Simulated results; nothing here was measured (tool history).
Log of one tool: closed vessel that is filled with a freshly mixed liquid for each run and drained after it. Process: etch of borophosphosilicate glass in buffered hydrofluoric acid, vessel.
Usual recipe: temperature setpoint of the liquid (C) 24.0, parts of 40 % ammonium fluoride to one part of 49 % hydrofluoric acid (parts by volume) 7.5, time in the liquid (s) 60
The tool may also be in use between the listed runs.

run     day  temperature setpoint of the liquid (C)  parts of 40 % ammonium fluoride to one part of 49 % hydrofluoric acid (parts by volume)  time in the liquid (s)  read-back film thickness of the borophosphosilicate glass reference wafer, read on the same gauge (nm)  thickness taken off the borophosphosilicate glass on a monitor wafer (angstrom)
  1   0.000                                    24.0                                                                                      7.5                      60                                                                                                   69.96                                                                           1098.0
  2   2.267                                    24.0                                                                                      7.5                      60                                                                                                   69.96                                                                           1077.8
  3   3.283                                    24.0                                                                                      7.5                      60                                                                                                   69.97                                                                           1097.2
  4   3.800                                    24.0                                                                                      7.5                      60                                                                                                   70.01                                                                           1094.0
  5   4.608                                    24.0                                                                                      7.5                      60                                                                                                   69.99                                                                           1088.6
  6   5.496                                    24.0                                                                                      7.5                      60                                                                                                   69.95                                                                           1110.1
  7   6.942                                    24.0                                                                                      7.5                      60                                                                                                   70.02                                                                           1084.8
  8   7.933                                    24.0                                                                                      7.5                      60                                                                                                   69.97                                                                           1089.3
  9   9.950                                    28.5                                                                                      7.5                      70                                                                                                   69.97                                                                           1615.2
 10  11.167                                    28.5                                                                                      7.5                      70                                                                                                   70.00                                                                           1621.0
     11.192  -- gauge calibrated
 11  11.792                                    24.0                                                                                      7.5                      60                                                                                                   70.03                                                                           1099.1
 12  12.679                                    27.0                                                                                     10.0                      45                                                                                                   70.03                                                                            738.7
 13  13.283                                    20.0                                                                                      8.5                      60                                                                                                   70.03                                                                            770.8
     13.838  -- thermometer replaced
 14  15.979                                    24.0                                                                                      7.5                      60                                                                                                   69.98                                                                           1096.2
 15  16.633                                    24.0                                                                                      9.0                      40                                                                                                   70.01                                                                            597.4
 16  17.483                                    24.0                                                                                      5.0                      45                                                                                                   70.02                                                                           1183.0
 17  18.804                                    20.5                                                                                      6.5                      50                                                                                                   70.01                                                                            870.1
 18  20.104                                    24.0                                                                                      7.5                      60                                                                                                   69.95                                                                           1099.6
 19  21.158                                    24.0                                                                                      5.0                      60                                                                                                   69.98                                                                           1580.0
     21.638  -- hydrofluoric acid flow meter replaced
 20  21.825                                    27.0                                                                                     10.0                      60                                                                                                   69.98                                                                            971.9
 21  22.775                                    24.0                                                                                      7.5                      60                                                                                                   69.98                                                                           1096.0
 22  24.204                                    21.5                                                                                      6.0                      70                                                                                                   69.96                                                                           1374.4
 23  25.333                                    24.0                                                                                      7.5                      60                                                                                                   69.98                                                                           1102.2
 24  25.996                                    24.0                                                                                      7.5                      95                                                                                                   70.03                                                                           1740.1
 25  26.733                                    24.0                                                                                      7.5                      85                                                                                                   70.02                                                                           1563.0
 26  27.546                                    24.0                                                                                      5.5                      90                                                                                                   70.00                                                                           2151.8
 27  28.704                                    28.5                                                                                      9.5                      45                                                                                                   69.98                                                                            822.5
 28  30.171                                    24.0                                                                                      7.5                      60                                                                                                   69.97                                                                           1084.1
 29  31.267                                    24.0                                                                                      7.5                      60                                                                                                   69.98                                                                           1087.3
 30  32.525                                    28.0                                                                                      6.0                      80                                                                                                   70.03                                                                           2213.8
 31  34.000                                    26.0                                                                                      6.5                      85                                                                                                   70.00                                                                           1982.9
 32  34.746                                    21.5                                                                                      5.0                      35                                                                                                   70.00                                                                            806.9

Consider 4 possible next runs. They are alternatives, not a sequence: every one starts from the tool as it was left by run 32. What does each give?
  A  34.775                                    24.0                                                                                      6.5                      60                                                                                                       ?                                                                                ?
  B  34.775                                    21.5                                                                                      7.5                      40                                                                                                       ?                                                                                ?
  C  34.775                                    20.0                                                                                      5.0                      60                                                                                                       ?                                                                                ?
  D  34.775                                    20.5                                                                                     10.5                      60                                                                                                       ?                                                                                ?

run  read-back film thickness of the borophosphosilicate glass reference wafer, read on the same gauge (nm)  thickness taken off the borophosphosilicate glass on a monitor wafer (angstrom)
  A                                                                                                   69.99                                                                           1251.3
  B                                                                                                   69.99                                                                            632.7
  C                                                                                                   69.99                                                                           1268.4
  D                                                                                                   69.99                                                                            655.6
Had the tool no hidden state, the same runs would have come out as:
run  thickness taken off the borophosphosilicate glass on a monitor wafer (angstrom)
  A                                                                           1251.3
  B                                                                            632.7
  C                                                                           1268.4
  D                                                                            655.6
